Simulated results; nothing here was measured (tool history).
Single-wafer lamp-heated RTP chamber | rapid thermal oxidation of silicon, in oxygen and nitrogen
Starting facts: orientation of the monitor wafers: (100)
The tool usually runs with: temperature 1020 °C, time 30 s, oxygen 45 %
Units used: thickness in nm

run     day  temperature  time  oxygen  wafers since the last listed run  wafers since the last pyrometer calibration  hours since the oxygen flow controller was replaced  hours since the gauge calibration  read-back reference wafer on the same gauge, thickness  thickness
  1       0         1020    30      29                                 0                                         1459                                               2587.5                              277.3                                                   5.198      3.942
  2   1.375         1020    30      29                               438                                         1898                                               2620.5                              310.3                                                   5.191      3.954
  3   2.342         1020    30      45                               308                                         2206                                               2643.7                              333.5                                                   5.193      4.492
  4   3.338         1020    30      45                               317                                         2524                                               2667.6                              357.4                                                   5.194      4.509
  5     4.6         1020    30      45                               402                                         2927                                               2697.9                              387.7                                                    5.19      4.501
  6   5.742         1020    30      45                               364                                         3291                                               2725.3                              415.1                                                   5.191      4.519
  7   6.338         1020    30      45                               190                                         3481                                               2739.6                              429.4                                                   5.196       4.51
  8   6.992         1020    30      45                               208                                         3690                                               2755.3                              445.1                                                   5.188      4.505
  9   7.729         1020    19      45                               235                                         3925                                                 2773                              462.8                                                   5.189      3.813
 10   8.779         1020    19      45                               334                                         4260                                               2798.2                                488                                                   5.191      3.808
 11   9.304         1020    30      45                               167                                         4427                                               2810.8                              500.6                                                   5.191      4.489
 12  10.042         1020    30      45                               235                                         4663                                               2828.5                              518.3                                                   5.192      4.531
     11.788  -- oxygen flow controller replaced
 13  12.467         1020    30      45                               667                                         5330                                                 16.3                              576.5                                                   5.187      4.513
 14  13.383         1003    30      45                               292                                         5622                                                 38.3                              598.5                                                   5.185      4.061
     13.817  -- gauge calibrated
 15  14.725         1020    30      75                               428                                         6050                                                 70.5                               21.8                                                   5.193      5.331
 16  15.579         1020    30      69                               272                                         6323                                                   91                               42.3                                                   5.194      5.148
 17  16.938         1020    30      45                               433                                         6756                                                123.6                               74.9                                                   5.192       4.52
 18  17.508         1006    30      67                               182                                         6938                                                137.3                               88.6                                                   5.185      4.689
     18.225  -- pyrometer window cleaned and pyrometer calibrated
 19  18.671         1043    19      21                               264                                          141                                                165.2                              116.5                                                   5.187      3.555
 20  19.338         1020    30      75                               212                                          354                                                181.2                              132.5                                                   5.192      5.395
 21  20.692         1020    30      45                               431                                          786                                                213.7                                165                                                   5.194      4.565
 22  21.579         1008    30      27                               283                                         1069                                                  235                              186.3                                                   5.189      3.689
 23  23.396          991    23      21                               579                                         1649                                                278.6                              229.9                                                   5.195      3.011
      23.85  -- pyrometer window cleaned and pyrometer calibrated, repeated, since the last time left the tool worse
 24  24.512         1038    30      21                               249                                          211                                                305.4                              256.7                                                   5.195      3.974
 25  25.583         1020    30      45                               341                                          553                                                331.1                              282.4                                                   5.193      4.484
 26  26.379          996    39      45                               253                                          807                                                350.2                              301.5                                                   5.188      4.265
 27  27.004         1041    36      53                               199                                         1006                                                365.2                              316.5                                                   5.197      5.859
 28  28.342         1030    34      20                               426                                         1433                                                397.3                              348.6                                                    5.19      3.919

Each row is a separate what-if for the run after 28, all from the same tool condition, not one after another. Results?
  A  28.358         1020    30      24                                 5                                         1438                                                397.7                                349                                                       ?          ?
  B  28.358          993    30      45                                 5                                         1438                                                397.7                                349                                                       ?          ?
  C  28.358         1004    41      45                                 5                                         1438                                                397.7                                349                                                       ?          ?
  D  28.358         1007    15      45                                 5                                         1438                                                397.7                                349                                                       ?          ?

run  read-back reference wafer on the same gauge, thickness  thickness
  A                                                   5.192      3.743
  B                                                   5.192      3.802
  C                                                   5.192      4.566
  D                                                   5.192      3.284
With no hidden state in the tool, these same runs would have given:
run  thickness
  A      3.726
  B      3.783
  C       4.54
  D       3.27

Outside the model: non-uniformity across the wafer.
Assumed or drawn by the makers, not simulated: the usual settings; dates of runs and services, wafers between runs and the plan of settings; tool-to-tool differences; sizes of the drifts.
